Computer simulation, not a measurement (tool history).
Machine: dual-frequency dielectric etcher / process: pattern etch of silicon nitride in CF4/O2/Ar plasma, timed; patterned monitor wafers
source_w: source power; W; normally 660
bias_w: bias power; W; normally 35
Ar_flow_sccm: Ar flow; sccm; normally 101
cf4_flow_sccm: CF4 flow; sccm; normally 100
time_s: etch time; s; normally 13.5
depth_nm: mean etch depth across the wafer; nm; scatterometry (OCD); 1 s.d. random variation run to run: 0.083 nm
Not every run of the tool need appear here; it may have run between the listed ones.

run,day,source_w,bias_w,Ar_flow_sccm,cf4_flow_sccm,time_s,wafers since the last listed run,hours since the last wet clean,hours since the last source power generator calibration,hours since the last bias power generator calibration,hours since the last Ar flow controller change,hours since the last CF4 flow controller change,hours since the last upper electrode change,hours since the gauge calibration,"read-back reference wafer on the same gauge, depth_nm",depth_nm
1,0.000,660,35,101,100,13.5,0,447.6,1692.8,955.4,67.8,1500.1,5411.3,1680.0,22.89,27.58
# day 1.688: wet clean of the chamber
2,1.708,660,35,101,100,13.5,332,0.5,1733.8,996.4,108.8,1541.1,5452.3,1721.0,22.89,27.53
3,3.167,660,35,86,100,13.5,685,35.5,1768.8,1031.4,143.8,1576.1,5487.3,1756.0,22.88,27.79
# day 3.679: gauge calibrated
4,4.679,660,35,86,100,13.5,710,71.8,1805.1,1067.7,180.1,1612.4,5523.6,24.0,22.90,27.84
# day 6.725: source power generator calibrated
5,7.329,740,26,101,100,13.5,1167,135.4,14.5,1131.3,243.7,1676.0,5587.2,87.6,22.91,28.95
6,9.696,610,35,114,100,13.5,1112,192.2,71.3,1188.1,300.5,1732.8,5644.0,144.4,22.90,24.97
7,10.875,660,35,101,100,13.5,554,220.5,99.6,1216.4,328.8,1761.1,5672.3,172.7,22.89,27.29
8,11.992,660,35,101,100,13.5,524,247.3,126.4,1243.2,355.6,1787.9,5699.1,199.5,22.90,27.52
# day 14.083: upper electrode replaced, of another model than before
9,14.629,760,35,101,121,15.0,769,310.6,189.7,1306.5,418.9,1851.2,13.1,262.8,22.91,34.61
10,17.254,660,35,101,100,15.0,1233,373.6,252.7,1369.5,481.9,1914.2,76.1,325.8,22.91,30.53
11,19.033,610,35,101,100,13.5,836,416.3,295.4,1412.2,524.6,1956.9,118.8,368.5,22.89,25.92
12,20.458,750,35,112,110,15.5,669,450.5,329.6,1446.4,558.8,1991.1,153.0,402.7,22.89,34.55
# day 21.367: bias power generator calibrated
# day 21.525: wet clean of the chamber
13,23.404,550,35,122,124,10.5,1231,45.1,400.3,48.9,629.5,2061.8,223.7,473.4,22.90,19.55
14,25.646,660,35,122,100,13.5,1053,98.9,454.1,102.7,683.3,2115.6,277.5,527.2,22.90,26.81
# day 26.142: CF4 flow controller replaced
15,27.671,660,35,101,100,13.5,834,147.5,502.7,151.3,731.9,36.7,326.1,575.8,22.89,27.74
16,30.342,580,32,125,100,13.5,1255,211.6,566.8,215.4,796.0,100.8,390.2,639.9,22.91,24.89
17,32.017,660,35,101,100,13.5,787,251.8,607.0,255.6,836.2,141.0,430.4,680.1,22.90,27.80
18,34.696,780,35,101,100,11.0,1259,316.1,671.3,319.9,900.5,205.3,494.7,744.4,22.92,25.18

What does the tool deliver on the next run?
19,36.646,610,35,124,79,13.5,916,362.9,718.1,366.7,947.3,252.1,541.5,791.2,?,?

read-back reference wafer on the same gauge, depth_nm: 22.91
depth_nm: 24.36 nm
If the tool had no hidden condition, the same run with the same run-to-run variation would have returned depth_nm 24.27 nm.

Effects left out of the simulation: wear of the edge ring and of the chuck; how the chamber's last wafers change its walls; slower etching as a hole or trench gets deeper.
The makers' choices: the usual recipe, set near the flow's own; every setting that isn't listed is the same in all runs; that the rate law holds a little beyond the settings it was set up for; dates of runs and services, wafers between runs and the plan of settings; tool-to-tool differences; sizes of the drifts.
